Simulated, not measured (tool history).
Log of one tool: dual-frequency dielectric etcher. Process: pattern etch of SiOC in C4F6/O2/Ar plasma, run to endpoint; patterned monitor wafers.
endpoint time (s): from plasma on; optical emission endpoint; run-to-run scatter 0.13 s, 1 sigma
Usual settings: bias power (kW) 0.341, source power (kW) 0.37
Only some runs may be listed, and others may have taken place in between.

run	hour	bias power (kW)	source power (kW)	wafers since the last listed run	hours since the last wet clean	hours since the last bias power generator calibration	hours since the last source power generator calibration	hours since the last upper electrode change	incoming incoming film thickness, nm	endpoint time (s)
1	0	0.341	0.37	0	460.2	2704.7	1665.4	4745.2	36	15.4
2	23.4	0.341	0.37	312	483.6	2728.1	1688.8	4768.6	35.43	15.1
3	41.4	0.361	0.37	240	501.6	2746.1	1706.8	4786.6	36.04	14.9
4	76.3	0.361	0.37	466	536.5	2781	1741.7	4821.5	35.48	14.9
5	93.3	0.364	0.4	227	553.5	2798	1758.7	4838.5	35.76	14.4
6	121.6	0.364	0.4	377	581.8	2826.3	1787	4866.8	35.26	14.1
7	152.2	0.323	0.37	408	612.4	2856.9	1817.6	4897.4	35.65	15.1
# hour 180.9: wet clean of the chamber
# hour 183.3: upper electrode replaced
8	183.8	0.322	0.37	68	2.9	2888.5	1849.2	0.5	35.33	15.3
# hour 214.9: source power generator calibrated
9	227.4	0.312	0.37	528	46.5	2932.1	12.5	44.1	35.48	15.4
10	251.1	0.341	0.37	316	70.2	2955.8	36.2	67.8	35.68	15.1
11	275.2	0.341	0.37	321	94.3	2979.9	60.3	91.9	35.57	14.9
12	296.3	0.269	0.33	281	115.4	3001	81.4	113	35.43	16.9
13	308.8	0.341	0.3	166	127.9	3013.5	93.9	125.5	35.66	16.7
# hour 357.1: bias power generator calibrated
14	358.3	0.384	0.4	607	177.4	1.2	143.4	175	35.58	14.2
15	390.6	0.414	0.34	431	209.7	33.5	175.7	207.3	36.06	15.2
16	417.6	0.273	0.37	360	236.7	60.5	202.7	234.3	36.03	15.9
17	437.4	0.395	0.43	264	256.5	80.3	222.5	254.1	35.47	13.5
18	457.1	0.268	0.37	263	276.2	100	242.2	273.8	35.71	16.2

Below are 3 alternative next runs, each starting from the tool's condition after run 18. Predict each:
A	457.5	0.341	0.37	5	276.6	100.4	242.6	274.2	35.34	?
B	457.5	0.341	0.45	5	276.6	100.4	242.6	274.2	35.34	?
C	457.5	0.399	0.43	5	276.6	100.4	242.6	274.2	35.34	?

run	endpoint time (s)
A	15.1
B	13.9
C	13.7
The same runs, with their run-to-run variation unchanged, on a tool lacking any hidden condition would have given:
run	endpoint time (s)
A	15.1
B	13.9
C	13.7

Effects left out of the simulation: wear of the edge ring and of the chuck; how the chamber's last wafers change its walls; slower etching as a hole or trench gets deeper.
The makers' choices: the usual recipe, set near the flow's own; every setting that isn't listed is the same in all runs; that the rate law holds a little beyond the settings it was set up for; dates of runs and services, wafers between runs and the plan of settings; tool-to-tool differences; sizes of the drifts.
